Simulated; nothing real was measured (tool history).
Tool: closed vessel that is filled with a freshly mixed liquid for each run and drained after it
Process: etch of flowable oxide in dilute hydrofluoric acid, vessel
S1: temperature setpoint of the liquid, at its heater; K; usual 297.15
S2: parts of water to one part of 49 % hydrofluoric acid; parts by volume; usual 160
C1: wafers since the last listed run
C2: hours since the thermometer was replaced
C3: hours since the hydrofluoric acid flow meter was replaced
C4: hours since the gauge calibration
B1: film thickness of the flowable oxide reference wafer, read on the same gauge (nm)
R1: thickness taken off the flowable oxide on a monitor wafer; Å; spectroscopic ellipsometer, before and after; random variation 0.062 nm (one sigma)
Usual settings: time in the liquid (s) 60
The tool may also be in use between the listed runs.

{"run": 1, "day": 0.0, "S1": 297.15, "S2": 160, "time in the liquid (s)": 60, "C1": 0, "C2": 1756.3, "C3": 100.8, "C4": 268.1, "B1": 149.97, "R1": 137.8}
{"run": 2, "day": 0.662, "S1": 297.15, "S2": 160, "time in the liquid (s)": 60, "C1": 2153, "C2": 1772.2, "C3": 116.7, "C4": 284, "B1": 150.02, "R1": 138.1}
{"run": 3, "day": 1.233, "S1": 297.15, "S2": 160, "time in the liquid (s)": 60, "C1": 1855, "C2": 1785.9, "C3": 130.4, "C4": 297.7, "B1": 150.01, "R1": 138.5}
{"run": 4, "day": 2.046, "S1": 297.15, "S2": 160, "time in the liquid (s)": 60, "C1": 2641, "C2": 1805.4, "C3": 149.9, "C4": 317.2, "B1": 150.01, "R1": 138.1}
{"run": 5, "day": 3.312, "S1": 297.15, "S2": 160, "time in the liquid (s)": 60, "C1": 4118, "C2": 1835.8, "C3": 180.3, "C4": 347.6, "B1": 150.01, "R1": 137.7}
{"run": 6, "day": 3.904, "S1": 297.15, "S2": 160, "time in the liquid (s)": 60, "C1": 1923, "C2": 1850, "C3": 194.5, "C4": 361.8, "B1": 150.01, "R1": 138.4}
{"run": 7, "day": 4.633, "S1": 297.15, "S2": 160, "time in the liquid (s)": 60, "C1": 2370, "C2": 1867.5, "C3": 212, "C4": 379.3, "B1": 150.04, "R1": 137.8}
{"run": 8, "day": 5.475, "S1": 297.15, "S2": 160, "time in the liquid (s)": 60, "C1": 2736, "C2": 1887.7, "C3": 232.2, "C4": 399.5, "B1": 149.97, "R1": 139}
{"run": 9, "day": 6.117, "S1": 297.15, "S2": 160, "time in the liquid (s)": 60, "C1": 2086, "C2": 1903.1, "C3": 247.6, "C4": 414.9, "B1": 150.03, "R1": 138.4}
{"run": 10, "day": 7.525, "S1": 297.15, "S2": 160, "time in the liquid (s)": 60, "C1": 4578, "C2": 1936.9, "C3": 281.4, "C4": 448.7, "B1": 149.97, "R1": 138.6}
{"run": 11, "day": 11.696, "S1": 297.15, "S2": 160, "time in the liquid (s)": 60, "C1": 13560, "C2": 2037, "C3": 381.5, "C4": 548.8, "B1": 150.03, "R1": 139.2}
{"day": 12.838, "done": "gauge calibrated"}
{"run": 12, "day": 13.108, "S1": 297.15, "S2": 160, "time in the liquid (s)": 60, "C1": 4592, "C2": 2070.9, "C3": 415.4, "C4": 6.5, "B1": 149.96, "R1": 140}
{"run": 13, "day": 14.296, "S1": 297.15, "S2": 160, "time in the liquid (s)": 85, "C1": 3860, "C2": 2099.4, "C3": 443.9, "C4": 35, "B1": 149.98, "R1": 197.7}
{"day": 14.546, "done": "thermometer replaced"}
{"run": 14, "day": 14.8, "S1": 297.15, "S2": 160, "time in the liquid (s)": 85, "C1": 1503, "C2": 6.1, "C3": 456, "C4": 47.1, "B1": 149.94, "R1": 182}
{"run": 15, "day": 15.567, "S1": 295.65, "S2": 190, "time in the liquid (s)": 90, "C1": 2492, "C2": 24.5, "C3": 474.4, "C4": 65.5, "B1": 149.99, "R1": 148}
{"run": 16, "day": 16.125, "S1": 298.65, "S2": 160, "time in the liquid (s)": 60, "C1": 1815, "C2": 37.9, "C3": 487.8, "C4": 78.9, "B1": 149.98, "R1": 134.9}
{"run": 17, "day": 17.208, "S1": 295.65, "S2": 160, "time in the liquid (s)": 60, "C1": 3522, "C2": 63.9, "C3": 513.8, "C4": 104.9, "B1": 149.96, "R1": 122.5}
{"run": 18, "day": 18.104, "S1": 300.65, "S2": 130, "time in the liquid (s)": 40, "C1": 2912, "C2": 85.4, "C3": 535.3, "C4": 126.4, "B1": 149.99, "R1": 124.7}
{"day": 19.983, "done": "hydrofluoric acid flow meter replaced"}
{"run": 19, "day": 21.129, "S1": 295.65, "S2": 160, "time in the liquid (s)": 45, "C1": 9699, "C2": 158, "C3": 27.5, "C4": 199, "B1": 150.01, "R1": 92.2}
{"run": 20, "day": 22.217, "S1": 294.65, "S2": 85, "time in the liquid (s)": 40, "C1": 3535, "C2": 184.1, "C3": 53.6, "C4": 225.1, "B1": 150.03, "R1": 160.8}
{"run": 21, "day": 22.725, "S1": 297.15, "S2": 160, "time in the liquid (s)": 60, "C1": 1652, "C2": 196.3, "C3": 65.8, "C4": 237.3, "B1": 150.01, "R1": 129.6}
{"run": 22, "day": 23.362, "S1": 299.65, "S2": 160, "time in the liquid (s)": 50, "C1": 2072, "C2": 211.6, "C3": 81.1, "C4": 252.6, "B1": 150.02, "R1": 119.4}
{"run": 23, "day": 24.654, "S1": 299.65, "S2": 160, "time in the liquid (s)": 45, "C1": 4199, "C2": 242.6, "C3": 112.1, "C4": 283.6, "B1": 149.99, "R1": 106.3}
{"run": 24, "day": 25.812, "S1": 295.65, "S2": 130, "time in the liquid (s)": 35, "C1": 3765, "C2": 270.4, "C3": 139.9, "C4": 311.4, "B1": 150.03, "R1": 90.7}
{"run": 25, "day": 26.325, "S1": 297.15, "S2": 160, "time in the liquid (s)": 80, "C1": 1666, "C2": 282.7, "C3": 152.2, "C4": 323.7, "B1": 150, "R1": 174.5}
{"run": 26, "day": 27.604, "S1": 292.15, "S2": 160, "time in the liquid (s)": 75, "C1": 4158, "C2": 313.4, "C3": 182.9, "C4": 354.4, "B1": 150, "R1": 133.6}
{"run": 27, "day": 28.412, "S1": 297.15, "S2": 160, "time in the liquid (s)": 60, "C1": 2628, "C2": 332.8, "C3": 202.3, "C4": 373.8, "B1": 149.96, "R1": 130.6}
{"run": 28, "day": 29.25, "S1": 302.15, "S2": 160, "time in the liquid (s)": 60, "C1": 2722, "C2": 352.9, "C3": 222.4, "C4": 393.9, "B1": 150, "R1": 156.3}
{"run": 29, "day": 29.792, "S1": 297.15, "S2": 160, "time in the liquid (s)": 60, "C1": 1761, "C2": 365.9, "C3": 235.4, "C4": 406.9, "B1": 149.97, "R1": 130.9}

Forecast each of these 3 alternatives for the next run:
{"run": "A", "day": 29.821, "S1": 297.15, "S2": 215, "time in the liquid (s)": 60, "C1": 94, "C2": 366.6, "C3": 236.1, "C4": 407.6, "B1": "?", "R1": "?"}
{"run": "B", "day": 29.821, "S1": 297.15, "S2": 185, "time in the liquid (s)": 60, "C1": 94, "C2": 366.6, "C3": 236.1, "C4": 407.6, "B1": "?", "R1": "?"}
{"run": "C", "day": 29.821, "S1": 297.15, "S2": 115, "time in the liquid (s)": 35, "C1": 94, "C2": 366.6, "C3": 236.1, "C4": 407.6, "B1": "?", "R1": "?"}

run=A B1=150.03 R1=90.8
run=B B1=150.03 R1=109
run=C B1=150.03 R1=111
Without the tool's hidden state the same runs would have given:
run=A R1=88.9
run=B R1=106.7
run=C R1=108.5

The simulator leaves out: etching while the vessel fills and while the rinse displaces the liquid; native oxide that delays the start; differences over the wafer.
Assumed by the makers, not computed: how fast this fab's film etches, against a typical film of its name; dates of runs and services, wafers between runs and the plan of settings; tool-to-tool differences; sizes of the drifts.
